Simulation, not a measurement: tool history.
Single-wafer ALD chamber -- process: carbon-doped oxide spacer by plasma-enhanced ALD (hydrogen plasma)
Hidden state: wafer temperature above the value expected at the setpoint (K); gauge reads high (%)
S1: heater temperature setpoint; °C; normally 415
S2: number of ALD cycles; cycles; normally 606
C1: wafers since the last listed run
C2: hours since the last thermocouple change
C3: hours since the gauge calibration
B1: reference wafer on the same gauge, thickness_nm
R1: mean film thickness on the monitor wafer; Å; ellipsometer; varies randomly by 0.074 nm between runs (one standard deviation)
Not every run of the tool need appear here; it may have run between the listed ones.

{"run": 1, "day": 0.0, "S1": 415, "S2": 606, "C1": 0, "C2": 2508.8, "C3": 312.1, "B1": 33.252, "R1": 292.33}
{"run": 2, "day": 2.1, "S1": 405, "S2": 606, "C1": 36, "C2": 2559.2, "C3": 362.5, "B1": 33.196, "R1": 302.28}
{"run": 3, "day": 4.212, "S1": 405, "S2": 606, "C1": 37, "C2": 2609.9, "C3": 413.2, "B1": 33.213, "R1": 301.87}
{"run": 4, "day": 6.071, "S1": 405, "S2": 606, "C1": 32, "C2": 2654.5, "C3": 457.8, "B1": 33.169, "R1": 300.23}
{"run": 5, "day": 7.438, "S1": 415, "S2": 606, "C1": 23, "C2": 2687.3, "C3": 490.6, "B1": 33.191, "R1": 290.93}
{"run": 6, "day": 10.388, "S1": 415, "S2": 606, "C1": 51, "C2": 2758.1, "C3": 561.4, "B1": 33.128, "R1": 291.73}
{"run": 7, "day": 13.012, "S1": 415, "S2": 606, "C1": 46, "C2": 2821.1, "C3": 624.4, "B1": 33.138, "R1": 289.94}
{"day": 13.429, "done": "thermocouple changed; heater temperature recalibrated"}
{"run": 8, "day": 15.029, "S1": 415, "S2": 606, "C1": 29, "C2": 38.4, "C3": 672.8, "B1": 33.136, "R1": 288.69}
{"run": 9, "day": 16.096, "S1": 411, "S2": 606, "C1": 18, "C2": 64.0, "C3": 698.4, "B1": 33.122, "R1": 295.65}
{"day": 16.554, "done": "gauge calibrated"}
{"run": 10, "day": 17.783, "S1": 415, "S2": 606, "C1": 29, "C2": 104.5, "C3": 29.5, "B1": 33.595, "R1": 294.2}
{"run": 11, "day": 19.617, "S1": 402, "S2": 722, "C1": 32, "C2": 148.5, "C3": 73.5, "B1": 33.506, "R1": 367.89}
{"run": 12, "day": 20.888, "S1": 415, "S2": 503, "C1": 22, "C2": 179.0, "C3": 104.0, "B1": 33.471, "R1": 243.59}
{"run": 13, "day": 23.312, "S1": 425, "S2": 665, "C1": 42, "C2": 237.2, "C3": 162.2, "B1": 33.334, "R1": 308.37}
{"run": 14, "day": 25.65, "S1": 409, "S2": 662, "C1": 41, "C2": 293.3, "C3": 218.3, "B1": 33.297, "R1": 326.04}
{"run": 15, "day": 28.238, "S1": 411, "S2": 690, "C1": 45, "C2": 355.4, "C3": 280.4, "B1": 33.252, "R1": 337.09}

The logged runs with the hidden state left out (each run's random variation unchanged):
run=1 R1=296.25
run=2 R1=306.62
run=3 R1=306.44
run=4 R1=304.93
run=5 R1=295.58
run=6 R1=296.57
run=7 R1=294.86
run=8 R1=293.65
run=9 R1=300.76
run=10 R1=294.98
run=11 R1=369.96
run=12 R1=245.39
run=13 R1=311.49
run=14 R1=330.01
run=15 R1=341.79
